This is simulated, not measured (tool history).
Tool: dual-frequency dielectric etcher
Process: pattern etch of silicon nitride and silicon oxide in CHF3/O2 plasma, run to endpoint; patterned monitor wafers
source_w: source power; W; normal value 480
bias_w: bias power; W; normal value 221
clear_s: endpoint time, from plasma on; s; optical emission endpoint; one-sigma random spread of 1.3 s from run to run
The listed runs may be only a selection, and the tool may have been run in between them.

run	hour	source_w	bias_w	wafers since the last listed run	hours since the last wet clean	hours since the last source power generator calibration	hours since the last bias power generator calibration	hours since the last upper electrode change	incoming incoming film thickness, nm	clear_s
1	0	480	221	0	19.1	3612.4	1787.3	1921	328.1	210.3
2	80.6	560	221	570	99.7	3693	1867.9	2001.6	322.5	194.2
3	337.8	560	221	1819	356.9	3950.2	2125.1	2258.8	327.4	197.1
4	380.3	560	221	300	399.4	3992.7	2167.6	2301.3	321.7	195.9
# hour 421.7: wet clean of the chamber
5	473.4	480	221	488	51.7	4085.8	2260.7	2394.4	324.4	210.1
6	538.3	480	221	459	116.6	4150.7	2325.6	2459.3	323.7	208.1
7	590.6	520	262	369	168.9	4203	2377.9	2511.6	321.9	187.8
8	676.7	520	262	609	255	4289.1	2464	2597.7	322.6	192.1
9	736.3	520	262	421	314.6	4348.7	2523.6	2657.3	325.6	190.9
10	810.9	550	199	527	389.2	4423.3	2598.2	2731.9	323.2	204
# hour 874.9: wet clean of the chamber
11	880.9	480	221	325	6	4493.3	2668.2	2801.9	323.6	207.4
12	970.7	480	221	635	95.8	4583.1	2758	2891.7	325.5	209.9
# hour 1000.7: source power generator calibrated
13	1006.8	480	221	227	131.9	6.1	2794.1	2927.8	323.9	208.9
14	1068.4	540	242	435	193.5	67.7	2855.7	2989.4	324	190.7
15	1165.9	590	166	689	291	165.2	2953.2	3086.9	325.3	210.9
16	1263.7	390	190	691	388.8	263	3051	3184.7	322.8	252.5
# hour 1335.7: wet clean of the chamber
17	1336.2	560	221	343	0.5	335.5	3123.5	3257.2	327.6	195.5
18	1372	480	221	253	36.3	371.3	3159.3	3293	325.8	211.1
19	1450.3	430	251	553	114.6	449.6	3237.6	3371.3	322.5	214.3
20	1507.5	480	221	404	171.8	506.8	3294.8	3428.5	325.5	213.9
# hour 1525.9: bias power generator calibrated
# hour 1582.5: upper electrode replaced
21	1587.2	360	237	365	251.5	586.5	61.3	4.7	320.8	243.3
22	1676.6	590	258	632	340.9	675.9	150.7	94.1	328.4	184.5
23	1753.8	380	221	546	418.1	753.1	227.9	171.3	326.4	245.8
# hour 1814.1: wet clean of the chamber
24	1814.6	430	201	260	0.5	813.9	288.7	232.1	326.5	229.6
25	1854.2	480	244	280	40.1	853.5	328.3	271.7	327.7	201.6
26	1891.2	480	221	261	77.1	890.5	365.3	308.7	325.1	211.4
27	1993	600	269	720	178.9	992.3	467.1	410.5	323.9	174.3

What if the next run were any one of these 5? Each begins from the tool's condition after run 27:
A	1993.5	480	221	3	179.4	992.8	467.6	411	325.4	?
B	1993.5	370	254	3	179.4	992.8	467.6	411	325.4	?
C	1993.5	410	185	3	179.4	992.8	467.6	411	325.4	?
D	1993.5	480	177	3	179.4	992.8	467.6	411	325.4	?
E	1993.5	570	221	3	179.4	992.8	467.6	411	325.4	?

run	clear_s
A	212
B	232.5
C	246.6
D	229.7
E	194.1
Stripped of hidden state, with their random variation kept, the same runs would have yielded:
run	clear_s
A	210.3
B	230.7
C	244.6
D	227.8
E	192.5
